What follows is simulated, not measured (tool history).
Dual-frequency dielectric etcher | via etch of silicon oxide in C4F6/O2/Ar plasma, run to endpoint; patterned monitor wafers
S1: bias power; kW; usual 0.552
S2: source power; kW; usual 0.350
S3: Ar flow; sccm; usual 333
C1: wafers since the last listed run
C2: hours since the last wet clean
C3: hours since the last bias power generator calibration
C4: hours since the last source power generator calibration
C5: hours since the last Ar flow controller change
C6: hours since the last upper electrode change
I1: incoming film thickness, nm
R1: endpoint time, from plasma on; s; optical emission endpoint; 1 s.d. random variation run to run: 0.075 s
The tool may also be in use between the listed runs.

run     day     S1     S2   S3   C1     C2      C3      C4      C5      C6    I1    R1
  1   0.000  0.552  0.350  333    0  252.2  3364.5  1516.7  2976.8  4796.5  68.9  16.7
  2   0.462  0.585  0.380  333  149  263.3  3375.6  1527.8  2987.9  4807.6  68.6  15.7
  3   1.183  0.585  0.380  333  232  280.6  3392.9  1545.1  3005.2  4824.9  69.5  16.0
  4   1.529  0.585  0.380  333  111  288.9  3401.2  1553.4  3013.5  4833.2  69.0  15.9
  5   2.221  0.552  0.350  283  223  305.5  3417.8  1570.0  3030.1  4849.8  68.9  16.4
  6   2.533  0.552  0.350  283  100  313.0  3425.3  1577.5  3037.6  4857.3  69.1  16.3
  7   2.942  0.552  0.350  283  131  322.8  3435.1  1587.3  3047.4  4867.1  68.2  16.3
  8   3.633  0.552  0.350  333  223  339.4  3451.7  1603.9  3064.0  4883.7  68.8  16.8
  9   3.929  0.552  0.350  333   95  346.5  3458.8  1611.0  3071.1  4890.8  69.0  16.7
 10   4.367  0.552  0.350  333  141  357.0  3469.3  1621.5  3081.6  4901.3  68.8  16.8
 11   4.800  0.552  0.350  333  140  367.4  3479.7  1631.9  3092.0  4911.7  68.9  16.9
 12   5.267  0.552  0.350  333  150  378.6  3490.9  1643.1  3103.2  4922.9  69.1  16.9
 13   5.692  0.552  0.350  333  137  388.8  3501.1  1653.3  3113.4  4933.1  69.0  16.8
 14   6.379  0.552  0.350  333  222  405.3  3517.6  1669.8  3129.9  4949.6  68.9  16.8
 15   6.988  0.552  0.270  333  196  419.9  3532.2  1684.4  3144.5  4964.2  68.4  18.1
 16   7.579  0.629  0.300  416  191  434.1  3546.4  1698.6  3158.7  4978.4  69.8  17.3
 17   8.096  0.552  0.320  333  166  446.5  3558.8  1711.0  3171.1  4990.8  68.6  17.2
 18   8.554  0.450  0.290  333  148  457.5  3569.8  1722.0  3182.1  5001.8  68.7  19.4
      9.671  -- wet clean of the chamber
      9.904  -- source power generator calibrated
      9.921  -- upper electrode replaced
 19   9.942  0.621  0.350  268   64    6.5  3603.1     0.9  3215.4     0.5  68.6  15.0
     10.888  -- Ar flow controller replaced
 20  11.125  0.616  0.260  355  301   34.9  3631.5    29.3     5.7    28.9  68.5  16.7
 21  11.625  0.506  0.280  307  161   46.9  3643.5    41.3    17.7    40.9  69.2  17.9
 22  12.296  0.552  0.350  333  216   63.0  3659.6    57.4    33.8    57.0  69.3  16.4
     12.650  -- bias power generator calibrated
 23  14.317  0.552  0.350  333  599  111.5    40.0   105.9    82.3   105.5  69.0  16.3
 24  14.754  0.652  0.260  367  141  122.0    50.5   116.4    92.8   116.0  69.4  16.9
 25  15.671  0.640  0.350  333  296  144.0    72.5   138.4   114.8   138.0  68.6  15.2
 26  15.954  0.552  0.350  333   91  150.8    79.3   145.2   121.6   144.8  69.5  16.5
 27  16.296  0.552  0.350  333  110  159.0    87.5   153.4   129.8   153.0  69.0  16.4
 28  16.596  0.504  0.350  333   96  166.2    94.7   160.6   137.0   160.2  68.0  16.7

What if the next run were any one of these 4? Each begins from the tool's condition after run 28:
  A  16.612  0.552  0.350  333   5  166.6  95.1  161.0  137.4  160.6  68.5   ?
  B  16.612  0.417  0.350  333   5  166.6  95.1  161.0  137.4  160.6  68.5   ?
  C  16.612  0.607  0.430  381   5  166.6  95.1  161.0  137.4  160.6  68.5   ?
  D  16.612  0.483  0.350  378   5  166.6  95.1  161.0  137.4  160.6  68.5   ?

run    R1
  A  16.2
  B  18.2
  C  14.8
  D  17.4
With no hidden state in the tool, these same runs would have given:
run    R1
  A  15.9
  B  17.8
  C  14.6
  D  17.1

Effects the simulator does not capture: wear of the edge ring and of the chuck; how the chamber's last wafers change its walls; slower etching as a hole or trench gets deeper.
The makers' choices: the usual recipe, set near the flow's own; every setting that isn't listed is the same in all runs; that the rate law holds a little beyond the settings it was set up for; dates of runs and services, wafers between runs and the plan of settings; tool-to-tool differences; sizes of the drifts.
